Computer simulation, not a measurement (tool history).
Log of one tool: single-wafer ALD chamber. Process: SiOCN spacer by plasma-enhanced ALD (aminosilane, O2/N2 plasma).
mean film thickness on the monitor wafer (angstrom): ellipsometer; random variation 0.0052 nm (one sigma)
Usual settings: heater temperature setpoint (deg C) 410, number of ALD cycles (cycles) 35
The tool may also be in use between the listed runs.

run   hour  heater temperature setpoint (deg C)  number of ALD cycles (cycles)  wafers since the last listed run  hours since the last thermocouple change  hours since the gauge calibration  read-back reference wafer on the same gauge, thickness_nm  mean film thickness on the monitor wafer (angstrom)
  1      0                                  400                             35                                 0                                     919.2                              152.8                                                      2.137                                                21.02
  2   20.6                                  410                             38                                90                                     939.8                              173.4                                                       2.14                                                22.27
  3   39.4                                  410                             38                                82                                     958.6                              192.2                                                      2.138                                                22.28
  4   67.5                                  410                             40                               123                                     986.7                              220.3                                                       2.14                                                23.51
  5   98.6                                  410                             40                               137                                    1017.8                              251.4                                                      2.141                                                23.41
  6  118.7                                  410                             40                                88                                    1037.9                              271.5                                                      2.139                                                 23.5
  7    147                                  417                             35                               124                                    1066.2                              299.8                                                      2.138                                                20.05
  8  167.7                                  414                             35                                91                                    1086.9                              320.5                                                      2.138                                                20.39
  9  195.6                                  414                             35                               122                                    1114.8                              348.4                                                      2.139                                                20.35
 10  216.1                                  414                             35                                90                                    1135.3                              368.9                                                      2.139                                                20.29
 11  246.3                                  420                             35                               133                                    1165.5                              399.1                                                      2.141                                                19.95
     270.2  -- thermocouple changed; heater temperature recalibrated
 12  270.7                                  420                             35                                72                                       0.5                              423.5                                                       2.14                                                 20.3
 13  301.5                                  410                             35                               135                                      31.3                              454.3                                                      2.139                                                20.72
     303.9  -- gauge calibrated
 14    328                                  425                             32                               116                                      57.8                               24.1                                                      2.143                                                 18.2
 15  343.9                                  424                             31                                70                                      73.7                                 40                                                       2.14                                                17.64
 16  379.4                                  410                             33                               156                                     109.2                               75.5                                                      2.139                                                19.42

Forecast run 17:
 17  406.8                                  420                             33                               120                                     136.6                              102.9                                                          ?                                                    ?

Run 17 gave read-back reference wafer on the same gauge, thickness_nm 2.138, mean film thickness on the monitor wafer (angstrom) 18.98.
Without the tool's hidden state the same run would have given mean film thickness on the monitor wafer (angstrom) 19.12.

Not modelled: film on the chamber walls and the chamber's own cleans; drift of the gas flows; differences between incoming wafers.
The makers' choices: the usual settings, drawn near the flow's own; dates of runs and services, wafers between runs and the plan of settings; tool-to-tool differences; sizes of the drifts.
